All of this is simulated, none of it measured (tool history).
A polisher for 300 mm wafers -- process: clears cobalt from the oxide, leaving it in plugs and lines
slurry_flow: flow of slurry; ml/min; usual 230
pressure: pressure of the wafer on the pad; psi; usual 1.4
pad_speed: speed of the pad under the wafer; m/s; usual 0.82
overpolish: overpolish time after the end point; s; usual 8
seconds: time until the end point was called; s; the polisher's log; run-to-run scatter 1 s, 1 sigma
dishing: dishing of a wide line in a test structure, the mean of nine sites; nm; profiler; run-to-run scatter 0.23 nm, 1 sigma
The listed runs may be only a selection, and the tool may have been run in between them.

run,hour,slurry_flow,pressure,pad_speed,overpolish,"incoming thickness of the incoming film, nm",seconds,dishing
1,0,230,1.4,0.82,8,188.9,56.8,19.1
2,16.5,230,1.8,0.82,8,190.5,48.2,22.1
3,52.2,230,1.2,0.82,7,191.5,66.4,15.3
# hour 75: slurry nozzle cleaned
# hour 89.7: worn pad replaced by a new one
4,90.2,230,1.2,0.82,7,189.6,58.2,16.3
5,99,190,1.4,0.76,8,190.4,57.8,18.5
6,126.7,230,1.7,0.82,8,189.8,46.2,22
7,154.1,230,1.7,0.82,8,188.1,45.5,22.1
8,178.9,290,1.4,0.82,8,189.8,52.8,20.4
9,199,230,1.4,0.82,8,190.9,55.8,19.5
10,219.5,230,1.4,0.82,8,187.3,55.3,19.5
# hour 232.4: worn pad replaced by a new one
11,235.6,230,1.4,0.82,8,189.1,57,19.8
12,250.6,230,1.4,0.82,5,186.3,56.1,13.1
13,284.3,230,1.4,0.82,5,187.4,56,12.8
# hour 321.4: slurry nozzle cleaned
# hour 354: worn pad replaced by a new one
14,374.6,230,1.1,1.06,8,191,50.1,21.3
# hour 376.7: head pressure recalibrated
15,394.7,230,1.4,0.82,8,190.7,54.8,19.5
16,427.1,230,1.1,0.82,8,193.2,65.3,17.4
17,443.4,230,1,0.64,8,189.8,90.1,12.8
18,475,230,1.8,0.82,8,189.8,47.4,22.5
# hour 483.1: worn pad replaced by a new one
19,488.5,260,1.5,0.82,8,190.7,53.6,20.5
20,506,310,1.8,0.82,10,187.7,42.9,27.2
21,527.3,300,1,0.56,4,189.9,101,6.4
22,542.2,230,1.4,0.66,5,190.6,71.9,10.7
# hour 562.6: slurry nozzle cleaned
23,576.6,255,0.9,0.82,3,188.2,70.5,6.6
24,609.8,230,1.4,0.82,8,189.7,53,19.5
# hour 618.4: worn pad replaced by a new one
25,645.2,275,1.1,1.08,10,189.2,48.2,25
26,662.5,230,1.4,0.82,8,191,58,19.5

Consider 4 possible next runs. They are alternatives, not a sequence: every one starts from the tool as it was left by run 26. What does each give?
A,662.9,295,1.4,0.82,8,188.5,?,?
B,662.9,230,1.4,0.56,8,188.5,?,?
C,662.9,230,1.4,1,8,188.5,?,?
D,662.9,230,1.4,1.08,8,188.5,?,?

run,seconds,dishing
A,55.2,20
B,83.6,14.4
C,46.8,22.6
D,43.4,23.9
With no hidden state in the tool, these same runs would have given:
run,seconds,dishing
A,53.9,20.4
B,81.1,14.8
C,45.4,23.1
D,42,24.4

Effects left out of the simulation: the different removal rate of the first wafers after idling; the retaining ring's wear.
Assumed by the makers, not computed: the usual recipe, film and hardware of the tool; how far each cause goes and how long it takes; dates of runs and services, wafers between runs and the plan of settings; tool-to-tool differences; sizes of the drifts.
